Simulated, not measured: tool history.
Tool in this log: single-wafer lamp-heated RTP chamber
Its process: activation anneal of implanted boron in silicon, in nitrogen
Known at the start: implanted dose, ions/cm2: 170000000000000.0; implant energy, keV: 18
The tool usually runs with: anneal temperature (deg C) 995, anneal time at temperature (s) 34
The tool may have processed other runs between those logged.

run   hour  anneal temperature (deg C)  anneal time at temperature (s)  wafers since the last listed run  wafers since the last pyrometer calibration  wafers since the reflector plate was cleaned  hours since the gauge calibration  read-back reference wafer on the same gauge, sheet resistance  sheet resistance of the implanted and annealed layer (ohm/square)
  1      0                         995                              34                                 0                                         2472                                          4618                              416.8                                                         414.47                                                             491.58
      16.5  -- reflector plate cleaned
  2     17                         995                              34                                69                                         2541                                             3                              433.8                                                          414.4                                                             491.71
      28.1  -- gauge calibrated
  3   42.5                         995                              34                               196                                         2738                                           200                               14.4                                                         416.92                                                             495.48
  4   62.8                        1007                              34                               156                                         2895                                           357                               34.7                                                         416.61                                                             491.54
  5   85.1                        1007                              34                               172                                         3067                                           529                                 57                                                         416.33                                                             491.56
  6  139.1                         995                              34                               416                                         3484                                           946                                111                                                         415.72                                                             492.94
  7  155.4                         983                              34                               125                                         3609                                          1072                              127.3                                                         415.51                                                             496.03
  8  174.1                         983                              34                               144                                         3754                                          1216                                146                                                         415.45                                                             496.19
  9  204.1                         972                              34                               231                                         3985                                          1447                                176                                                         415.06                                                                504
 10  238.8                         972                              34                               267                                         4253                                          1715                              210.7                                                         414.43                                                             502.99
 11  311.1                         972                              34                               558                                         4811                                          2273                                283                                                         413.74                                                             501.25
 12  336.6                         995                              34                               196                                         5008                                          2470                              308.5                                                         413.26                                                             490.16
 13  349.2                         995                              34                                97                                         5105                                          2567                              321.1                                                         413.19                                                             490.54
 14  380.3                         995                              34                               240                                         5345                                          2807                              352.2                                                         413.01                                                             489.58
 15  423.7                         995                              22                               334                                         5680                                          3142                              395.6                                                         412.52                                                             491.21
 16  452.5                         995                              34                               222                                         5903                                          3365                              424.4                                                         412.11                                                             489.86
 17  483.5                        1016                              34                               239                                         6142                                          3604                              455.4                                                          411.9                                                             485.38
 18  500.4                         985                              34                               130                                         6272                                          3734                              472.3                                                         411.89                                                             491.59
 19  517.3                        1020                              15                               130                                         6403                                          3865                              489.2                                                         411.28                                                             485.74
       528  -- gauge calibrated
     540.9  -- reflector plate cleaned
 20  541.4                         981                              49                               124                                         6527                                             3                               13.4                                                         418.26                                                             498.58
 21    564                         995                              34                               174                                         6701                                           178                                 36                                                         417.73                                                              495.5
     585.7  -- pyrometer window cleaned and pyrometer calibrated
 22  595.3                        1009                              21                               179                                           73                                           358                               67.3                                                         417.38                                                             495.24
 23  620.7                         986                              34                               196                                          270                                           554                               92.7                                                         417.15                                                             496.96
 24  655.1                         995                              34                               265                                          535                                           819                              127.1                                                         416.84                                                             494.24
 25  689.2                        1015                              34                               263                                          798                                          1083                              161.2                                                         416.62                                                             490.17
 26  719.4                        1025                              40                               233                                         1031                                          1316                              191.4                                                         416.33                                                             489.97
 27  736.2                         984                              34                               129                                         1161                                          1445                              208.2                                                         416.06                                                             496.51
 28  765.9                         975                              53                               229                                         1390                                          1675                              237.9                                                         415.51                                                             500.02
 29  778.9                        1009                              16                               100                                         1491                                          1775                              250.9                                                         415.48                                                             492.54

Each row is a separate what-if for the run after 29, all from the same tool condition, not one after another. Results?
  A  779.3                         981                              34                                 3                                         1494                                          1778                              251.3                                                              ?                                                                  ?
  B  779.3                         995                              45                                 3                                         1494                                          1778                              251.3                                                              ?                                                                  ?
  C  779.3                        1018                              25                                 3                                         1494                                          1778                              251.3                                                              ?                                                                  ?
  D  779.3                         995                              46                                 3                                         1494                                          1778                              251.3                                                              ?                                                                  ?
  E  779.3                        1003                              44                                 3                                         1494                                          1778                              251.3                                                              ?                                                                  ?

run  read-back reference wafer on the same gauge, sheet resistance  sheet resistance of the implanted and annealed layer (ohm/square)
  A                                                         415.41                                                             498.15
  B                                                         415.41                                                             492.13
  C                                                         415.41                                                             490.68
  D                                                         415.41                                                             492.05
  E                                                         415.41                                                             490.74
With the hidden condition removed and each run's random variation left untouched, the same runs would have given:
run  sheet resistance of the implanted and annealed layer (ohm/square)
  A                                                             501.19
  B                                                             495.14
  C                                                             493.68
  D                                                             495.06
  E                                                             493.74
